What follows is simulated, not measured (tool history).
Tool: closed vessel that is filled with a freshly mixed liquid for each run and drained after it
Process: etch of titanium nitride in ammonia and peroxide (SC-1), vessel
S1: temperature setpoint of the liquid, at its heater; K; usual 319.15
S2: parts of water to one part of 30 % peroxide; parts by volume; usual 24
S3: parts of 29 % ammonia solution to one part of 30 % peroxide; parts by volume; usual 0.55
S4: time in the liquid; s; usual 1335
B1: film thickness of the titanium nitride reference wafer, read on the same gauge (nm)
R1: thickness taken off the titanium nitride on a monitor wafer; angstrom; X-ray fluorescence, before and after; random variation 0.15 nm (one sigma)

run    hour      S1    S2    S3    S4     B1     R1
  1       0  319.15    24  0.55  1335     40  316.3
  2    26.2  319.15    24  0.55  1335     40    315
  3    55.7  319.15    24  0.55  1335  39.99  315.1
  4    89.8  319.15    24  0.55  1335     40  314.9
  5   141.6  319.15    24  0.55  1335  40.03  314.7
  6   207.8  319.15    24  0.55  1335  40.02  311.7
  7   235.8  315.15    24  0.55   965  40.03  167.1
  8   302.3  315.15    24  0.55   965  39.99  164.9
      327.3  -- new drum of ammonia solution connected
  9   335.3  319.15    24  0.55  1335     40  314.8
 10   373.9  319.15    24  0.55  1335  40.01  313.6
      377.6  -- ammonia flow meter replaced
      386.9  -- thermometer replaced
 11   437.2  319.15    24  0.55  1335  40.02    321
 12   505.4  319.15    24  0.55   700  40.04  165.5
 13   564.8  319.15    24  0.55  1890     40  448.6
 14   607.5  319.15    24  0.55  1890  40.01  443.6
 15   640.6  319.15    36  0.55   890  39.99  165.9
      657.5  -- gauge calibrated
 16   665.2  314.15  13.5  0.35  1030  39.99  213.5
 17     702  322.65    31   0.4  1335  40.01  323.6
 18   742.4  319.15    24  0.55  1335  39.99  310.3
      747.4  -- new drum of ammonia solution connected
 19   792.6  324.15  34.5  0.35  1065     40  265.3
 20   828.6  311.15    27  0.35  1335  39.98  149.4
 21   866.2  319.15    24  0.75  2065  40.01  510.8
      898.2  -- ammonia flow meter replaced
 22   904.7  319.15    24  0.55  1335     40  320.1
 23   975.9  319.15    24  0.55  1335  40.02  318.5
 24  1009.8  323.65  15.5  0.35   730  40.01  277.8
 25  1042.6  319.15    24  0.55  1335     40  311.3
 26  1097.1  315.15  17.5  0.45  1335  40.04  269.7
 27  1142.3  322.65  28.5   0.4   910  40.01  230.1
 28  1167.7  314.15    27  0.55  1030  40.01  156.2

The tool's hidden state at each run:
liquid colder than its thermometer reads (K): 0 in every run
gauge reads high (%): 0 in every run
H1: ammonia flow below the setpoint (%)
H2: ammonia solution weaker than its label (%)
run     H1     H2
  1   3.75   3.99
  2   4.32   4.63
  3   4.97   5.34
  4   5.72   6.17
  5   6.86   7.44
  6   8.31   9.05
  7   8.92   9.73
  8   10.4   11.4
  9   11.1  0.388
 10     12   1.33
 11   1.88   2.87
 12   3.38   4.53
 13   4.68   5.98
 14   5.62   7.02
 15   6.35   7.82
 16   6.89   8.42
 17    7.7   9.32
 18   8.58   10.3
 19   9.69   1.15
 20   10.5   2.03
 21   11.3   2.94
 22  0.937   3.88
 23    2.5   5.62
 24   3.24   6.44
 25   3.96   7.24
 26   5.16   8.57
 27   6.15   9.67
 28   6.71   10.3
